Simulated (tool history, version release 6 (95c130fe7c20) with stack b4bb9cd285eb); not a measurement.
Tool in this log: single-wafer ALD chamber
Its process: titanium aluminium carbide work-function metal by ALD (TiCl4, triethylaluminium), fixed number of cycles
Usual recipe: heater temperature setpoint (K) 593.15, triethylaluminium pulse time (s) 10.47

| run | hour | heater temperature setpoint (K) | triethylaluminium pulse time (s) | wafers since the last listed run | hours since the last thermocouple change | hours since the last triethylaluminium bottle change | hours since the showerhead was replaced | hours since the gauge calibration | read-back reference wafer on the same gauge, thickness_nm | mean film thickness on the monitor wafer (angstrom) |
|---|---|---|---|---|---|---|---|---|---|---|
| 1 | 0.0 | 593.15 | 10.47 | 0 | 1915.0 | 696.4 | 4144.0 | 61.7 | 2.318 | 21.04 |
| 2 | 9.7 | 593.15 | 10.47 | 67 | 1924.7 | 706.1 | 4153.7 | 71.4 | 2.319 | 20.76 |
| 3 | 16.1 | 593.15 | 10.47 | 44 | 1931.1 | 712.5 | 4160.1 | 77.8 | 2.323 | 20.81 |
| 4 | 30.1 | 602.15 | 10.47 | 97 | 1945.1 | 726.5 | 4174.1 | 91.8 | 2.320 | 21.22 |
| 5 | 37.3 | 584.15 | 10.47 | 49 | 1952.3 | 733.7 | 4181.3 | 99.0 | 2.319 | 19.76 |
| 6 | 52.4 | 584.15 | 10.47 | 104 | 1967.4 | 748.8 | 4196.4 | 114.1 | 2.319 | 19.53 |
| 7 | 68.9 | 593.15 | 10.47 | 114 | 1983.9 | 765.3 | 4212.9 | 130.6 | 2.323 | 19.90 |
|  | 86.2 | gauge calibrated |
|  | 89.8 | thermocouple changed; heater temperature recalibrated |
| 8 | 90.3 | 593.15 | 10.47 | 93 | 0.5 | 786.7 | 4234.3 | 4.1 | 2.316 | 19.53 |
| 9 | 91.1 | 593.15 | 10.47 | 5 | 1.3 | 787.5 | 4235.1 | 4.9 | 2.321 | 19.53 |
|  | 104.0 | triethylaluminium bottle replaced |
| 10 | 107.4 | 585.15 | 13.93 | 57 | 17.6 | 3.4 | 4251.4 | 21.2 | 2.320 | 23.36 |
| 11 | 123.2 | 602.15 | 8.34 | 109 | 33.4 | 19.2 | 4267.2 | 37.0 | 2.320 | 22.70 |
|  | 144.3 | showerhead replaced |
| 12 | 144.8 | 608.15 | 12.22 | 94 | 55.0 | 40.8 | 0.5 | 58.6 | 2.318 | 25.06 |
| 13 | 148.4 | 593.15 | 11.63 | 24 | 58.6 | 44.4 | 4.1 | 62.2 | 2.319 | 23.81 |
| 14 | 164.8 | 593.15 | 12.42 | 113 | 75.0 | 60.8 | 20.5 | 78.6 | 2.319 | 23.72 |
| 15 | 180.6 | 593.15 | 10.47 | 109 | 90.8 | 76.6 | 36.3 | 94.4 | 2.324 | 23.47 |
| 16 | 187.7 | 593.15 | 10.47 | 49 | 97.9 | 83.7 | 43.4 | 101.5 | 2.320 | 23.31 |
| 17 | 200.2 | 586.15 | 10.47 | 86 | 110.4 | 96.2 | 55.9 | 114.0 | 2.320 | 22.85 |
| 18 | 211.6 | 588.15 | 9.41 | 79 | 121.8 | 107.6 | 67.3 | 125.4 | 2.320 | 22.40 |
| 19 | 224.1 | 586.15 | 6.57 | 86 | 134.3 | 120.1 | 79.8 | 137.9 | 2.316 | 18.44 |

Below are 4 alternative next runs, each starting from the tool's condition after run 19. Predict each:
| A | 224.5 | 593.15 | 10.47 | 2 | 134.7 | 120.5 | 80.2 | 138.3 | ? | ? |
| B | 224.5 | 600.15 | 13.77 | 2 | 134.7 | 120.5 | 80.2 | 138.3 | ? | ? |
| C | 224.5 | 586.15 | 9.04 | 2 | 134.7 | 120.5 | 80.2 | 138.3 | ? | ? |
| D | 224.5 | 598.15 | 10.47 | 2 | 134.7 | 120.5 | 80.2 | 138.3 | ? | ? |

| run | read-back reference wafer on the same gauge, thickness_nm | mean film thickness on the monitor wafer (angstrom) |
|---|---|---|
| A | 2.320 | 23.45 |
| B | 2.320 | 24.67 |
| C | 2.320 | 22.10 |
| D | 2.320 | 23.88 |
With no hidden state in the tool, these same runs would have given:
| run | mean film thickness on the monitor wafer (angstrom) |
|---|---|
| A | 23.54 |
| B | 24.70 |
| C | 22.24 |
| D | 23.97 |
